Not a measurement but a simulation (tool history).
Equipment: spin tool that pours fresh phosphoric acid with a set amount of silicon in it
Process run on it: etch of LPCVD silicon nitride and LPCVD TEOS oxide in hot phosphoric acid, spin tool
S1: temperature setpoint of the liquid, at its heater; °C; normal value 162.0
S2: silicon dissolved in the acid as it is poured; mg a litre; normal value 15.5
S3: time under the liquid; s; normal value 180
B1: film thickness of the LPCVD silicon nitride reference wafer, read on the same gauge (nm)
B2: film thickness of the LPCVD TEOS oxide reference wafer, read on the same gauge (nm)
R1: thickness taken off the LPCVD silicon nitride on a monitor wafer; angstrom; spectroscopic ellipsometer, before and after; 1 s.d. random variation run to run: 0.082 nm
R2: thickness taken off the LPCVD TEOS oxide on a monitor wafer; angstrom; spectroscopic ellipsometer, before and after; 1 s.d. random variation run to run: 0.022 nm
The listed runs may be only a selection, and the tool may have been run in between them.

{"run": 1, "hour": 0.0, "S1": 162.0, "S2": 15.5, "S3": 180, "B1": 40.04, "B2": 70.003, "R1": 130.1, "R2": 6.09}
{"hour": 7.5, "done": "thermometer replaced"}
{"run": 2, "hour": 14.0, "S1": 160.0, "S2": 22.0, "S3": 180, "B1": 40.01, "B2": 70.024, "R1": 126.6, "R2": 4.54}
{"hour": 22.9, "done": "gauge calibrated"}
{"run": 3, "hour": 29.4, "S1": 160.0, "S2": 22.0, "S3": 180, "B1": 40.0, "B2": 70.008, "R1": 124.2, "R2": 4.8}
{"run": 4, "hour": 82.1, "S1": 162.0, "S2": 15.5, "S3": 180, "B1": 39.99, "B2": 69.97, "R1": 133.4, "R2": 6.77}
{"hour": 86.6, "done": "heated supply line repaired"}
{"run": 5, "hour": 97.6, "S1": 162.0, "S2": 15.5, "S3": 180, "B1": 40.0, "B2": 69.968, "R1": 135.2, "R2": 6.63}
{"run": 6, "hour": 106.3, "S1": 162.0, "S2": 15.5, "S3": 180, "B1": 40.02, "B2": 70.009, "R1": 132.7, "R2": 6.39}
{"run": 7, "hour": 121.6, "S1": 162.0, "S2": 15.5, "S3": 180, "B1": 40.01, "B2": 69.988, "R1": 133.6, "R2": 6.43}
{"run": 8, "hour": 138.0, "S1": 164.5, "S2": 25.0, "S3": 115, "B1": 40.01, "B2": 70.014, "R1": 92.6, "R2": 3.56}
{"run": 9, "hour": 152.8, "S1": 163.5, "S2": 6.5, "S3": 105, "B1": 40.01, "B2": 69.997, "R1": 81.7, "R2": 4.78}
{"run": 10, "hour": 166.7, "S1": 160.0, "S2": 22.0, "S3": 180, "B1": 39.99, "B2": 70.01, "R1": 124.7, "R2": 4.92}
{"run": 11, "hour": 175.3, "S1": 159.0, "S2": 15.5, "S3": 180, "B1": 40.01, "B2": 70.012, "R1": 119.8, "R2": 4.94}
{"run": 12, "hour": 184.9, "S1": 159.0, "S2": 20.5, "S3": 110, "B1": 40.0, "B2": 70.037, "R1": 74.1, "R2": 2.78}
{"hour": 200.2, "done": "dissolved silicon flow meter replaced"}
{"run": 13, "hour": 202.5, "S1": 164.5, "S2": 8.0, "S3": 140, "B1": 40.0, "B2": 69.991, "R1": 111.2, "R2": 7.7}
{"run": 14, "hour": 232.0, "S1": 162.0, "S2": 15.5, "S3": 180, "B1": 40.01, "B2": 69.991, "R1": 132.8, "R2": 6.11}
{"run": 15, "hour": 241.7, "S1": 159.5, "S2": 15.5, "S3": 210, "B1": 39.96, "B2": 70.005, "R1": 141.2, "R2": 6.17}
{"run": 16, "hour": 249.7, "S1": 164.5, "S2": 24.5, "S3": 240, "B1": 40.0, "B2": 70.014, "R1": 192.1, "R2": 7.94}
{"run": 17, "hour": 260.1, "S1": 159.5, "S2": 5.0, "S3": 215, "B1": 39.99, "B2": 69.997, "R1": 146.1, "R2": 8.06}
{"run": 18, "hour": 273.9, "S1": 159.5, "S2": 5.0, "S3": 215, "B1": 39.98, "B2": 70.043, "R1": 145.4, "R2": 8.17}
{"run": 19, "hour": 285.8, "S1": 159.0, "S2": 26.5, "S3": 115, "B1": 39.98, "B2": 69.976, "R1": 76.2, "R2": 2.22}
{"run": 20, "hour": 298.1, "S1": 165.0, "S2": 15.5, "S3": 180, "B1": 39.99, "B2": 70.027, "R1": 146.6, "R2": 7.74}
{"run": 21, "hour": 309.0, "S1": 162.0, "S2": 15.5, "S3": 180, "B1": 40.0, "B2": 70.002, "R1": 132.4, "R2": 6.45}
{"run": 22, "hour": 315.5, "S1": 164.0, "S2": 3.5, "S3": 180, "B1": 39.96, "B2": 70.014, "R1": 141.9, "R2": 9.43}

Here are 4 independent what-if runs from the current tool condition. What would each one return?
{"run": "A", "hour": 316.0, "S1": 162.0, "S2": 15.5, "S3": 180, "B1": "?", "B2": "?", "R1": "?", "R2": "?"}
{"run": "B", "hour": 316.0, "S1": 162.0, "S2": 27.5, "S3": 285, "B1": "?", "B2": "?", "R1": "?", "R2": "?"}
{"run": "C", "hour": 316.0, "S1": 159.0, "S2": 24.5, "S3": 95, "B1": "?", "B2": "?", "R1": "?", "R2": "?"}
{"run": "D", "hour": 316.0, "S1": 163.5, "S2": 5.5, "S3": 135, "B1": "?", "B2": "?", "R1": "?", "R2": "?"}

run=A B1=39.99 B2=70.016 R1=132.6 R2=6.60
run=B B1=39.99 B2=70.016 R1=209.9 R2=7.28
run=C B1=39.99 B2=70.016 R1=63.2 R2=2.15
run=D B1=39.99 B2=70.016 R1=104.5 R2=6.93
Without the tool's hidden state the same runs would have given:
run=A R1=136.2 R2=7.01
run=B R1=215.7 R2=7.73
run=C R1=65.0 R2=2.29
run=D R1=107.4 R2=7.36
